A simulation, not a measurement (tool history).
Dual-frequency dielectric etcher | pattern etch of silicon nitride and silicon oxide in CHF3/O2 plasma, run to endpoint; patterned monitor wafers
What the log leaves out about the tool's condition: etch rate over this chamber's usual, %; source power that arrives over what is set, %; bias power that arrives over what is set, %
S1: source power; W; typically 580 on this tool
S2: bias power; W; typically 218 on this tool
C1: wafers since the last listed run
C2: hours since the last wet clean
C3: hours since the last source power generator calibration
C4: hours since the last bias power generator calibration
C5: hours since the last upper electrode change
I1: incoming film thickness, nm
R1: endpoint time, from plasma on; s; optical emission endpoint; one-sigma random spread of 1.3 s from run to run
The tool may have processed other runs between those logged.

run,hour,S1,S2,C1,C2,C3,C4,C5,I1,R1
1,0,580,218,0,417.5,4214.6,3218.6,3230.9,257.7,149.8
2,42.3,580,218,246,459.8,4256.9,3260.9,3273.2,255.7,149
# hour 97.4: wet clean of the chamber
3,97.9,580,218,183,0.5,4312.5,3316.5,3328.8,256.8,141.6
4,149.9,580,218,302,52.5,4364.5,3368.5,3380.8,257.6,143.7
5,214.6,580,218,376,117.2,4429.2,3433.2,3445.5,255.9,145.7
6,249.3,580,218,201,151.9,4463.9,3467.9,3480.2,255.2,146.9
7,288.4,580,218,227,191,4503,3507,3519.3,257.9,146.2
8,322.9,640,218,200,225.5,4537.5,3541.5,3553.8,256.8,140.8
# hour 336: bias power generator calibrated
# hour 339.5: source power generator calibrated
9,391.1,660,190,353,293.7,51.6,55.1,3622,259.1,150.5
# hour 418: upper electrode replaced, of another model than before
10,422.1,580,218,40,324.7,82.6,86.1,4.1,257,147.8
11,486.1,660,248,372,388.7,146.6,150.1,68.1,258,129.7
# hour 535.2: wet clean of the chamber
12,554.4,580,218,257,19.2,214.9,218.4,136.4,260.6,141.8
13,596.6,580,235,245,61.4,257.1,260.6,178.6,260.2,139
14,652.5,580,218,325,117.3,313,316.5,234.5,259,143.9
15,691.7,490,269,228,156.5,352.2,355.7,273.7,254.9,140.4
16,757.1,460,244,380,221.9,417.6,421.1,339.1,256.4,156.5
17,814.2,580,247,332,279,474.7,478.2,396.2,255.9,137.9

Alternative continuations, all from the tool just after run 17; predict every row:
A,814.7,580,218,2,279.5,475.2,478.7,396.7,255.4,?
B,814.7,680,218,2,279.5,475.2,478.7,396.7,255.4,?
C,814.7,460,194,2,279.5,475.2,478.7,396.7,255.4,?
D,814.7,710,218,2,279.5,475.2,478.7,396.7,255.4,?

run,R1
A,145.7
B,133.8
C,177.6
D,130.8
With the hidden condition removed and each run's random variation left untouched, the same runs would have given:
run,R1
A,142.8
B,131.1
C,174.1
D,128.2
